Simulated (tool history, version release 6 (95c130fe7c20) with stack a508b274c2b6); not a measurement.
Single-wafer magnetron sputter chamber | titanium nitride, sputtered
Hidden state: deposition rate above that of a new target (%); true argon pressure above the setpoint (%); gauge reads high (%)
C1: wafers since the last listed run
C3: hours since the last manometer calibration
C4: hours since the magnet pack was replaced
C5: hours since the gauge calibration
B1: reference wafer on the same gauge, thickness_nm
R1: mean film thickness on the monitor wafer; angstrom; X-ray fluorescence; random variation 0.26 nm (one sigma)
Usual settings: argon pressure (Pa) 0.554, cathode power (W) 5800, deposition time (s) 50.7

{"run": 1, "hour": 0.0, "argon pressure (Pa)": 0.554, "cathode power (W)": 5200, "deposition time (s)": 50.7, "C1": 0, "wafers on the sputter target": 4457, "C3": 1522.9, "C4": 9515.0, "C5": 351.7, "B1": 61.961, "R1": 460.42}
{"run": 2, "hour": 106.1, "argon pressure (Pa)": 0.554, "cathode power (W)": 5800, "deposition time (s)": 47.0, "C1": 2671, "wafers on the sputter target": 7128, "C3": 1629.0, "C4": 9621.1, "C5": 457.8, "B1": 61.795, "R1": 471.69}
{"hour": 163.0, "done": "sputter target and shields replaced"}
{"run": 3, "hour": 179.0, "argon pressure (Pa)": 0.554, "cathode power (W)": 5800, "deposition time (s)": 47.0, "C1": 1633, "wafers on the sputter target": 401, "C3": 1701.9, "C4": 9694.0, "C5": 530.7, "B1": 61.903, "R1": 497.45}
{"run": 4, "hour": 463.0, "argon pressure (Pa)": 0.554, "cathode power (W)": 5800, "deposition time (s)": 50.7, "C1": 7149, "wafers on the sputter target": 7551, "C3": 1985.9, "C4": 9978.0, "C5": 814.7, "B1": 61.812, "R1": 513.05}
{"run": 5, "hour": 499.0, "argon pressure (Pa)": 0.554, "cathode power (W)": 5800, "deposition time (s)": 50.7, "C1": 906, "wafers on the sputter target": 8458, "C3": 2021.9, "C4": 10014.0, "C5": 850.7, "B1": 61.916, "R1": 513.18}
{"hour": 510.1, "done": "sputter target and shields replaced"}
{"run": 6, "hour": 577.7, "argon pressure (Pa)": 0.554, "cathode power (W)": 5800, "deposition time (s)": 50.7, "C1": 1779, "wafers on the sputter target": 1701, "C3": 2100.6, "C4": 10092.7, "C5": 929.4, "B1": 61.87, "R1": 530.26}
{"run": 7, "hour": 618.1, "argon pressure (Pa)": 0.554, "cathode power (W)": 4800, "deposition time (s)": 50.7, "C1": 1017, "wafers on the sputter target": 2718, "C3": 2141.0, "C4": 10133.1, "C5": 969.8, "B1": 61.796, "R1": 435.33}
{"run": 8, "hour": 662.0, "argon pressure (Pa)": 0.554, "cathode power (W)": 4800, "deposition time (s)": 50.7, "C1": 1105, "wafers on the sputter target": 3824, "C3": 2184.9, "C4": 10177.0, "C5": 1013.7, "B1": 61.985, "R1": 434.66}
{"run": 9, "hour": 701.5, "argon pressure (Pa)": 0.554, "cathode power (W)": 4800, "deposition time (s)": 50.7, "C1": 994, "wafers on the sputter target": 4818, "C3": 2224.4, "C4": 10216.5, "C5": 1053.2, "B1": 61.913, "R1": 431.79}
{"run": 10, "hour": 786.1, "argon pressure (Pa)": 0.554, "cathode power (W)": 5800, "deposition time (s)": 50.7, "C1": 2129, "wafers on the sputter target": 6948, "C3": 2309.0, "C4": 10301.1, "C5": 1137.8, "B1": 62.052, "R1": 514.89}
{"hour": 831.8, "done": "sputter target and shields replaced"}
{"run": 11, "hour": 876.1, "argon pressure (Pa)": 0.634, "cathode power (W)": 6450, "deposition time (s)": 50.7, "C1": 2064, "wafers on the sputter target": 1116, "C3": 2399.0, "C4": 10391.1, "C5": 1227.8, "B1": 61.826, "R1": 562.37}
{"hour": 891.5, "done": "magnet pack replaced"}
{"run": 12, "hour": 971.1, "argon pressure (Pa)": 0.43, "cathode power (W)": 5800, "deposition time (s)": 50.7, "C1": 2190, "wafers on the sputter target": 3306, "C3": 2494.0, "C4": 79.6, "C5": 1322.8, "B1": 61.835, "R1": 559.58}
{"hour": 1021.1, "done": "capacitance manometer re-zeroed and calibrated"}
{"run": 13, "hour": 1021.6, "argon pressure (Pa)": 0.554, "cathode power (W)": 5800, "deposition time (s)": 50.7, "C1": 1069, "wafers on the sputter target": 4376, "C3": 0.5, "C4": 130.1, "C5": 1373.3, "B1": 62.051, "R1": 517.22}
{"hour": 1048.2, "done": "gauge calibrated"}
{"run": 14, "hour": 1119.3, "argon pressure (Pa)": 0.411, "cathode power (W)": 6350, "deposition time (s)": 58.6, "C1": 2459, "wafers on the sputter target": 6836, "C3": 98.2, "C4": 227.8, "C5": 71.1, "B1": 61.838, "R1": 708.11}
{"hour": 1167.7, "done": "sputter target and shields replaced"}
{"run": 15, "hour": 1172.1, "argon pressure (Pa)": 0.647, "cathode power (W)": 7200, "deposition time (s)": 45.0, "C1": 1127, "wafers on the sputter target": 111, "C3": 151.0, "C4": 280.6, "C5": 123.9, "B1": 61.89, "R1": 562.62}
{"run": 16, "hour": 1268.9, "argon pressure (Pa)": 0.554, "cathode power (W)": 5800, "deposition time (s)": 50.7, "C1": 2437, "wafers on the sputter target": 2548, "C3": 247.8, "C4": 377.4, "C5": 220.7, "B1": 61.828, "R1": 523.27}
{"run": 17, "hour": 1374.0, "argon pressure (Pa)": 0.554, "cathode power (W)": 6800, "deposition time (s)": 50.7, "C1": 2645, "wafers on the sputter target": 5194, "C3": 352.9, "C4": 482.5, "C5": 325.8, "B1": 61.925, "R1": 605.18}
{"run": 18, "hour": 1448.2, "argon pressure (Pa)": 0.496, "cathode power (W)": 5800, "deposition time (s)": 60.1, "C1": 1868, "wafers on the sputter target": 7063, "C3": 427.1, "C4": 556.7, "C5": 400.0, "B1": 61.935, "R1": 635.63}
{"run": 19, "hour": 1505.3, "argon pressure (Pa)": 0.554, "cathode power (W)": 6400, "deposition time (s)": 48.1, "C1": 1437, "wafers on the sputter target": 8500, "C3": 484.2, "C4": 613.8, "C5": 457.1, "B1": 61.777, "R1": 541.7}
{"hour": 1520.4, "done": "sputter target and shields replaced"}
{"run": 20, "hour": 1547.1, "argon pressure (Pa)": 0.647, "cathode power (W)": 7200, "deposition time (s)": 45.0, "C1": 850, "wafers on the sputter target": 673, "C3": 526.0, "C4": 655.6, "C5": 498.9, "B1": 62.012, "R1": 557.25}

4 ways to go on from here, each from the tool as it stands after run 20. What would each give?
{"run": "A", "hour": 1547.5, "argon pressure (Pa)": 0.554, "cathode power (W)": 5800, "deposition time (s)": 45.4, "C1": 10, "wafers on the sputter target": 683, "C3": 526.4, "C4": 656.0, "C5": 499.3, "B1": "?", "R1": "?"}
{"run": "B", "hour": 1547.5, "argon pressure (Pa)": 0.351, "cathode power (W)": 6400, "deposition time (s)": 59.2, "C1": 10, "wafers on the sputter target": 683, "C3": 526.4, "C4": 656.0, "C5": 499.3, "B1": "?", "R1": "?"}
{"run": "C", "hour": 1547.5, "argon pressure (Pa)": 0.554, "cathode power (W)": 6550, "deposition time (s)": 46.1, "C1": 10, "wafers on the sputter target": 683, "C3": 526.4, "C4": 656.0, "C5": 499.3, "B1": "?", "R1": "?"}
{"run": "D", "hour": 1547.5, "argon pressure (Pa)": 0.636, "cathode power (W)": 4850, "deposition time (s)": 58.7, "C1": 10, "wafers on the sputter target": 683, "C3": 526.4, "C4": 656.0, "C5": 499.3, "B1": "?", "R1": "?"}

run=A B1=61.989 R1=474.81
run=B B1=61.989 R1=771.45
run=C B1=61.989 R1=544.48
run=D B1=61.989 R1=489.52
Without the tool's hidden state the same runs would have given:
run=A R1=485.71
run=B R1=789.16
run=C R1=556.98
run=D R1=500.76
